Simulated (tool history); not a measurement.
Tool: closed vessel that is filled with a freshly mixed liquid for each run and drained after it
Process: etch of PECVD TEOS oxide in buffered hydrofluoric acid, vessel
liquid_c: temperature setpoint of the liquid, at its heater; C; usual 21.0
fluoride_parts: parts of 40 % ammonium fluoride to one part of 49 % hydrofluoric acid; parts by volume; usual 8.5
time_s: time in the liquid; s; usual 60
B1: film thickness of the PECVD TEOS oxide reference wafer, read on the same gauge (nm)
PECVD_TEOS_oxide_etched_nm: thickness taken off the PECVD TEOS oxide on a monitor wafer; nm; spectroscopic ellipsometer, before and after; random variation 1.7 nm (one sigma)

Run 1, hour 0.0: usual settings; B1 100.01. Result: PECVD_TEOS_oxide_etched_nm 157.48 nm.
Run 2, hour 26.5: usual settings; B1 99.98. Result: PECVD_TEOS_oxide_etched_nm 152.40 nm.
Run 3, hour 52.1: usual settings; B1 100.04. Result: PECVD_TEOS_oxide_etched_nm 155.49 nm.
Run 4, hour 74.4: usual settings but liquid_c 24.5 C; B1 99.99. Result: PECVD_TEOS_oxide_etched_nm 186.93 nm.
Run 5, hour 101.3: usual settings but liquid_c 24.5 C; B1 100.00. Result: PECVD_TEOS_oxide_etched_nm 185.91 nm.
Run 6, hour 117.9: usual settings but time_s 40 s; B1 100.03. Result: PECVD_TEOS_oxide_etched_nm 102.32 nm.
Run 7, hour 136.9: usual settings but time_s 40 s; B1 99.97. Result: PECVD_TEOS_oxide_etched_nm 101.33 nm.
Run 8, hour 155.9: usual settings but liquid_c 18.5 C; B1 100.01. Result: PECVD_TEOS_oxide_etched_nm 134.06 nm.
Run 9, hour 180.4: usual settings but liquid_c 18.5 C; B1 99.94. Result: PECVD_TEOS_oxide_etched_nm 135.18 nm.
At hour 181.7: hydrofluoric acid flow meter replaced.
At hour 187.9: gauge calibrated.
Run 10, hour 198.1: usual settings but fluoride_parts 6.5 parts by volume, time_s 40 s; B1 100.00. Result: PECVD_TEOS_oxide_etched_nm 132.00 nm.
Run 11, hour 218.0: usual settings but fluoride_parts 5.5 parts by volume, time_s 90 s; B1 100.01. Result: PECVD_TEOS_oxide_etched_nm 350.50 nm.
At hour 239.1: thermometer replaced.
Run 12, hour 321.4: usual settings but liquid_c 18.0 C, fluoride_parts 10.5 parts by volume, time_s 40 s; B1 100.02. Result: PECVD_TEOS_oxide_etched_nm 81.73 nm.
Run 13, hour 354.5: usual settings; B1 100.03. Result: PECVD_TEOS_oxide_etched_nm 171.50 nm.
Run 14, hour 383.9: usual settings; B1 100.02. Result: PECVD_TEOS_oxide_etched_nm 169.17 nm.
Run 15, hour 398.8: usual settings but time_s 80 s; B1 99.94. Result: PECVD_TEOS_oxide_etched_nm 229.46 nm.
Run 16, hour 418.9: usual settings but time_s 85 s; B1 99.96. Result: PECVD_TEOS_oxide_etched_nm 244.06 nm.
Run 17, hour 450.2: usual settings but liquid_c 17.0 C, time_s 35 s; B1 100.00. Result: PECVD_TEOS_oxide_etched_nm 78.77 nm.
Run 18, hour 546.3: usual settings but time_s 50 s; B1 100.03. Result: PECVD_TEOS_oxide_etched_nm 137.76 nm.
Run 19, hour 573.3: usual settings but liquid_c 26.0 C, fluoride_parts 10.5 parts by volume, time_s 30 s; B1 100.01. Result: PECVD_TEOS_oxide_etched_nm 94.58 nm.

3 ways to go on from here, each from the tool as it stands after run 19. What would each give?
Run A, hour 574.0: usual settings; B1 ?. Result: PECVD_TEOS_oxide_etched_nm ?.
Run B, hour 574.0: usual settings but liquid_c 19.5 C, fluoride_parts 6.0 parts by volume, time_s 95 s; B1 ?. Result: PECVD_TEOS_oxide_etched_nm ?.
Run C, hour 574.0: usual settings but liquid_c 18.0 C, fluoride_parts 11.0 parts by volume, time_s 45 s; B1 ?. Result: PECVD_TEOS_oxide_etched_nm ?.

run     B1  PECVD_TEOS_oxide_etched_nm
  A  99.99                      172.10
  B  99.99                      353.33
  C  99.99                       87.35
Without the tool's hidden state the same runs would have given:
run  PECVD_TEOS_oxide_etched_nm
  A                      176.66
  B                      362.78
  C                       89.72

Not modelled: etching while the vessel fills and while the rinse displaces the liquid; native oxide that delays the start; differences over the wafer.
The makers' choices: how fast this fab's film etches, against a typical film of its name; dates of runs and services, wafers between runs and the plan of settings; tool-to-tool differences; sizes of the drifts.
